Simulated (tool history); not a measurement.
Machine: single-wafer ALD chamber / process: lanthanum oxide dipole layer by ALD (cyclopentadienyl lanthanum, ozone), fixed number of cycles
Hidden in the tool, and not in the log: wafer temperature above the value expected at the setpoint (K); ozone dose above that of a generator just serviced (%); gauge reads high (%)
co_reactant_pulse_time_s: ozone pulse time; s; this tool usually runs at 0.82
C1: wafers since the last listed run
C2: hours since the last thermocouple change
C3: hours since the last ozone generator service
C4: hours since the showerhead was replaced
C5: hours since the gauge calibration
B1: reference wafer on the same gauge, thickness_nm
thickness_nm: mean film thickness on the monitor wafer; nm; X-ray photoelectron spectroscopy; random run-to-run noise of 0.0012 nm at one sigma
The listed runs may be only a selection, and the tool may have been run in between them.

Run 1, hour 0.0: usual settings; C1 0; C2 2496.3; C3 260.8; C4 5061.3; C5 709.6; B1 0.535. Result: thickness_nm 0.455 nm.
Run 2, hour 57.5: usual settings; C1 594; C2 2553.8; C3 318.3; C4 5118.8; C5 767.1; B1 0.535. Result: thickness_nm 0.456 nm.
Run 3, hour 108.3: usual settings; C1 525; C2 2604.6; C3 369.1; C4 5169.6; C5 817.9; B1 0.535. Result: thickness_nm 0.454 nm.
Run 4, hour 167.7: usual settings; C1 614; C2 2664.0; C3 428.5; C4 5229.0; C5 877.3; B1 0.535. Result: thickness_nm 0.454 nm.
Run 5, hour 203.9: usual settings; C1 374; C2 2700.2; C3 464.7; C4 5265.2; C5 913.5; B1 0.535. Result: thickness_nm 0.454 nm.
Run 6, hour 230.0: usual settings; C1 269; C2 2726.3; C3 490.8; C4 5291.3; C5 939.6; B1 0.535. Result: thickness_nm 0.454 nm.
Run 7, hour 262.8: usual settings; C1 339; C2 2759.1; C3 523.6; C4 5324.1; C5 972.4; B1 0.535. Result: thickness_nm 0.452 nm.
Run 8, hour 324.3: usual settings; C1 635; C2 2820.6; C3 585.1; C4 5385.6; C5 1033.9; B1 0.535. Result: thickness_nm 0.451 nm.
Run 9, hour 358.8: usual settings; C1 356; C2 2855.1; C3 619.6; C4 5420.1; C5 1068.4; B1 0.535. Result: thickness_nm 0.451 nm.
At hour 384.1: ozone generator serviced.
Run 10, hour 404.9: usual settings; C1 393; C2 2901.2; C3 20.8; C4 5466.2; C5 1114.5; B1 0.535. Result: thickness_nm 0.465 nm.
At hour 435.4: thermocouple changed; heater temperature recalibrated.
At hour 439.1: gauge calibrated.
Run 11, hour 443.6: usual settings but co_reactant_pulse_time_s 1.08 s; C1 317; C2 8.2; C3 59.5; C4 5504.9; C5 4.5; B1 0.535. Result: thickness_nm 0.510 nm.
Run 12, hour 481.3: usual settings but co_reactant_pulse_time_s 1.08 s; C1 389; C2 45.9; C3 97.2; C4 5542.6; C5 42.2; B1 0.535. Result: thickness_nm 0.511 nm.
Run 13, hour 551.7: usual settings but co_reactant_pulse_time_s 1.08 s; C1 727; C2 116.3; C3 167.6; C4 5613.0; C5 112.6; B1 0.535. Result: thickness_nm 0.510 nm.
At hour 571.1: showerhead replaced.
Run 14, hour 622.5: usual settings; C1 649; C2 187.1; C3 238.4; C4 51.4; C5 183.4; B1 0.535. Result: thickness_nm 0.459 nm.
Run 15, hour 672.1: usual settings but co_reactant_pulse_time_s 1.01 s; C1 512; C2 236.7; C3 288.0; C4 101.0; C5 233.0; B1 0.535. Result: thickness_nm 0.495 nm.
Run 16, hour 711.0: usual settings but co_reactant_pulse_time_s 0.51 s; C1 402; C2 275.6; C3 326.9; C4 139.9; C5 271.9; B1 0.535. Result: thickness_nm 0.358 nm.
Run 17, hour 812.0: usual settings but co_reactant_pulse_time_s 0.60 s; C1 1044; C2 376.6; C3 427.9; C4 240.9; C5 372.9; B1 0.535. Result: thickness_nm 0.392 nm.
Run 18, hour 850.2: usual settings; C1 394; C2 414.8; C3 466.1; C4 279.1; C5 411.1; B1 0.535. Result: thickness_nm 0.454 nm.
Run 19, hour 881.5: usual settings; C1 323; C2 446.1; C3 497.4; C4 310.4; C5 442.4; B1 0.535. Result: thickness_nm 0.452 nm.
Run 20, hour 930.3: usual settings but co_reactant_pulse_time_s 1.06 s; C1 504; C2 494.9; C3 546.2; C4 359.2; C5 491.2; B1 0.535. Result: thickness_nm 0.496 nm.
At hour 961.3: ozone generator serviced.
Run 21, hour 963.5: usual settings but co_reactant_pulse_time_s 0.55 s; C1 260; C2 528.1; C3 2.2; C4 392.4; C5 524.4; B1 0.535. Result: thickness_nm 0.382 nm.
Run 22, hour 989.2: usual settings but co_reactant_pulse_time_s 0.66 s; C1 265; C2 553.8; C3 27.9; C4 418.1; C5 550.1; B1 0.535. Result: thickness_nm 0.420 nm.
Run 23, hour 1048.9: usual settings but co_reactant_pulse_time_s 0.52 s; C1 617; C2 613.5; C3 87.6; C4 477.8; C5 609.8; B1 0.535. Result: thickness_nm 0.368 nm.
Run 24, hour 1077.4: usual settings but co_reactant_pulse_time_s 0.91 s; C1 294; C2 642.0; C3 116.1; C4 506.3; C5 638.3; B1 0.535. Result: thickness_nm 0.483 nm.
Run 25, hour 1114.8: usual settings but co_reactant_pulse_time_s 1.02 s; C1 386; C2 679.4; C3 153.5; C4 543.7; C5 675.7; B1 0.535. Result: thickness_nm 0.497 nm.
Run 26, hour 1185.7: usual settings but co_reactant_pulse_time_s 0.94 s; C1 733; C2 750.3; C3 224.4; C4 614.6; C5 746.6; B1 0.535. Result: thickness_nm 0.484 nm.
Run 27, hour 1243.1: usual settings but co_reactant_pulse_time_s 0.59 s; C1 593; C2 807.7; C3 281.8; C4 672.0; C5 804.0; B1 0.535. Result: thickness_nm 0.391 nm.

Predict each of these 4 candidate next runs independently; none follows another, all start after run 27:
Run A, hour 1243.5: usual settings; C1 4; C2 808.1; C3 282.2; C4 672.4; C5 804.4; B1 ?. Result: thickness_nm ?.
Run B, hour 1243.5: usual settings but co_reactant_pulse_time_s 0.96 s; C1 4; C2 808.1; C3 282.2; C4 672.4; C5 804.4; B1 ?. Result: thickness_nm ?.
Run C, hour 1243.5: usual settings but co_reactant_pulse_time_s 0.61 s; C1 4; C2 808.1; C3 282.2; C4 672.4; C5 804.4; B1 ?. Result: thickness_nm ?.
Run D, hour 1243.5: usual settings but co_reactant_pulse_time_s 1.05 s; C1 4; C2 808.1; C3 282.2; C4 672.4; C5 804.4; B1 ?. Result: thickness_nm ?.

run     B1  thickness_nm
  A  0.535         0.460
  B  0.535         0.488
  C  0.535         0.399
  D  0.535         0.503
Without the tool's hidden state the same runs would have given:
run  thickness_nm
  A         0.466
  B         0.494
  C         0.406
  D         0.508

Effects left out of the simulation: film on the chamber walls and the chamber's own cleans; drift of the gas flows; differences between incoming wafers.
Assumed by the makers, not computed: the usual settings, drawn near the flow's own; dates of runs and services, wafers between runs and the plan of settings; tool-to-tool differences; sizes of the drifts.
